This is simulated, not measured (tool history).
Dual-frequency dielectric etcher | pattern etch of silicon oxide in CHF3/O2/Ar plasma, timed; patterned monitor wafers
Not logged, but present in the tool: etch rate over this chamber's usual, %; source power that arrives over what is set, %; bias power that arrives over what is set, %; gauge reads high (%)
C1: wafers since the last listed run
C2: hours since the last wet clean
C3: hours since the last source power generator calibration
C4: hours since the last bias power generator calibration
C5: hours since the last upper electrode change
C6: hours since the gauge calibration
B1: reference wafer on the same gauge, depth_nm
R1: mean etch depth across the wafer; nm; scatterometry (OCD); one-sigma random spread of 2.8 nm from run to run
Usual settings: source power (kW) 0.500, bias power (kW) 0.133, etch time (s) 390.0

Run 1, hour 0.0: usual settings; C1 0; C2 362.1; C3 3792.0; C4 1829.9; C5 4742.4; C6 317.1; B1 677.5. Result: R1 566.2 nm.
Run 2, hour 57.2: usual settings but bias power (kW) 0.107; C1 327; C2 419.3; C3 3849.2; C4 1887.1; C5 4799.6; C6 374.3; B1 677.7. Result: R1 515.7 nm.
Run 3, hour 90.2: usual settings but bias power (kW) 0.107; C1 189; C2 452.3; C3 3882.2; C4 1920.1; C5 4832.6; C6 407.3; B1 677.6. Result: R1 515.0 nm.
Run 4, hour 152.1: usual settings but bias power (kW) 0.107; C1 354; C2 514.2; C3 3944.1; C4 1982.0; C5 4894.5; C6 469.2; B1 679.2. Result: R1 511.5 nm.
Run 5, hour 211.6: usual settings; C1 340; C2 573.7; C3 4003.6; C4 2041.5; C5 4954.0; C6 528.7; B1 678.9. Result: R1 566.3 nm.
At hour 270.0: wet clean of the chamber.
Run 6, hour 270.5: usual settings; C1 199; C2 0.5; C3 4062.5; C4 2100.4; C5 5012.9; C6 587.6; B1 677.8. Result: R1 559.3 nm.
Run 7, hour 316.6: usual settings; C1 264; C2 46.6; C3 4108.6; C4 2146.5; C5 5059.0; C6 633.7; B1 678.8. Result: R1 560.2 nm.
At hour 343.4: bias power generator calibrated.
Run 8, hour 417.1: usual settings; C1 552; C2 147.1; C3 4209.1; C4 73.7; C5 5159.5; C6 734.2; B1 678.3. Result: R1 571.0 nm.
Run 9, hour 470.3: usual settings; C1 304; C2 200.3; C3 4262.3; C4 126.9; C5 5212.7; C6 787.4; B1 677.9. Result: R1 575.3 nm.
Run 10, hour 502.4: usual settings; C1 183; C2 232.4; C3 4294.4; C4 159.0; C5 5244.8; C6 819.5; B1 679.5. Result: R1 572.0 nm.
At hour 591.4: upper electrode replaced.
Run 11, hour 591.9: usual settings but source power (kW) 0.530, etch time (s) 316.5; C1 375; C2 321.9; C3 4383.9; C4 248.5; C5 0.5; C6 909.0; B1 680.4. Result: R1 475.1 nm.
Run 12, hour 619.4: usual settings but source power (kW) 0.420; C1 157; C2 349.4; C3 4411.4; C4 276.0; C5 28.0; C6 936.5; B1 679.2. Result: R1 531.4 nm.
Run 13, hour 672.0: usual settings but source power (kW) 0.420; C1 301; C2 402.0; C3 4464.0; C4 328.6; C5 80.6; C6 989.1; B1 679.8. Result: R1 528.0 nm.
Run 14, hour 714.3: usual settings but bias power (kW) 0.145, etch time (s) 467.0; C1 242; C2 444.3; C3 4506.3; C4 370.9; C5 122.9; C6 1031.4; B1 681.0. Result: R1 706.5 nm.
Run 15, hour 780.8: usual settings but etch time (s) 496.0; C1 380; C2 510.8; C3 4572.8; C4 437.4; C5 189.4; C6 1097.9; B1 680.7. Result: R1 722.2 nm.
At hour 823.8: wet clean of the chamber.
Run 16, hour 826.4: usual settings; C1 123; C2 2.6; C3 4618.4; C4 483.0; C5 235.0; C6 1143.5; B1 679.5. Result: R1 566.9 nm.
At hour 878.4: source power generator calibrated.
At hour 906.8: gauge calibrated.
Run 17, hour 1022.4: usual settings; C1 1099; C2 198.6; C3 144.0; C4 679.0; C5 431.0; C6 115.6; B1 679.2. Result: R1 566.4 nm.
Run 18, hour 1092.5: usual settings; C1 401; C2 268.7; C3 214.1; C4 749.1; C5 501.1; C6 185.7; B1 679.4. Result: R1 566.3 nm.
Run 19, hour 1137.2: usual settings but source power (kW) 0.550, bias power (kW) 0.147; C1 256; C2 313.4; C3 258.8; C4 793.8; C5 545.8; C6 230.4; B1 679.5. Result: R1 616.6 nm.
Run 20, hour 1198.1: usual settings; C1 348; C2 374.3; C3 319.7; C4 854.7; C5 606.7; C6 291.3; B1 680.0. Result: R1 569.4 nm.
Run 21, hour 1232.1: usual settings but bias power (kW) 0.144; C1 194; C2 408.3; C3 353.7; C4 888.7; C5 640.7; C6 325.3; B1 680.2. Result: R1 589.5 nm.
Run 22, hour 1261.7: usual settings but source power (kW) 0.390; C1 169; C2 437.9; C3 383.3; C4 918.3; C5 670.3; C6 354.9; B1 679.1. Result: R1 501.4 nm.
Run 23, hour 1295.6: usual settings but source power (kW) 0.470; C1 194; C2 471.8; C3 417.2; C4 952.2; C5 704.2; C6 388.8; B1 679.3. Result: R1 552.8 nm.
Run 24, hour 1334.3: usual settings but source power (kW) 0.550, bias power (kW) 0.150; C1 221; C2 510.5; C3 455.9; C4 990.9; C5 742.9; C6 427.5; B1 678.0. Result: R1 621.5 nm.
Run 25, hour 1378.1: usual settings but source power (kW) 0.580, bias power (kW) 0.109, etch time (s) 452.0; C1 250; C2 554.3; C3 499.7; C4 1034.7; C5 786.7; C6 471.3; B1 678.8. Result: R1 641.2 nm.
At hour 1458.4: wet clean of the chamber.
Run 26, hour 1458.9: usual settings but source power (kW) 0.560, bias power (kW) 0.114, etch time (s) 290.5; C1 325; C2 0.5; C3 580.5; C4 1115.5; C5 867.5; C6 552.1; B1 679.7. Result: R1 414.4 nm.
Run 27, hour 1473.4: usual settings but source power (kW) 0.590; C1 83; C2 15.0; C3 595.0; C4 1130.0; C5 882.0; C6 566.6; B1 678.7. Result: R1 611.9 nm.
Run 28, hour 1545.3: usual settings but etch time (s) 465.5; C1 411; C2 86.9; C3 666.9; C4 1201.9; C5 953.9; C6 638.5; B1 679.8. Result: R1 672.2 nm.
Run 29, hour 1585.9: usual settings but source power (kW) 0.600, etch time (s) 278.0; C1 232; C2 127.5; C3 707.5; C4 1242.5; C5 994.5; C6 679.1; B1 679.2. Result: R1 439.8 nm.
Run 30, hour 1612.9: usual settings but bias power (kW) 0.114; C1 154; C2 154.5; C3 734.5; C4 1269.5; C5 1021.5; C6 706.1; B1 679.6. Result: R1 531.3 nm.
Run 31, hour 1658.6: usual settings but bias power (kW) 0.108, etch time (s) 458.0; C1 261; C2 200.2; C3 780.2; C4 1315.2; C5 1067.2; C6 751.8; B1 679.6. Result: R1 601.0 nm.

For each run, the measured value with the value that run would have given without the tool's hidden condition subtracted. The run-to-run variation is shared by both, the gauge scatter possibly not:
run     R1
  1  -11.2
  2   -9.6
  3   -9.6
  4   -9.6
  5  -11.6
  6  -11.5
  7  -11.5
  8   -0.7
  9   -1.5
 10   -1.9
 11   -2.5
 12   -3.2
 13   -3.7
 14   -5.6
 15   -6.4
 16   -5.4
 17   -7.0
 18   -7.5
 19   -8.7
 20   -8.2
 21   -8.9
 22   -7.8
 23   -8.5
 24  -10.0
 25   -9.5
 26   -6.5
 27  -10.1
 28  -11.7
 29   -7.6
 30   -9.0
 31  -10.1
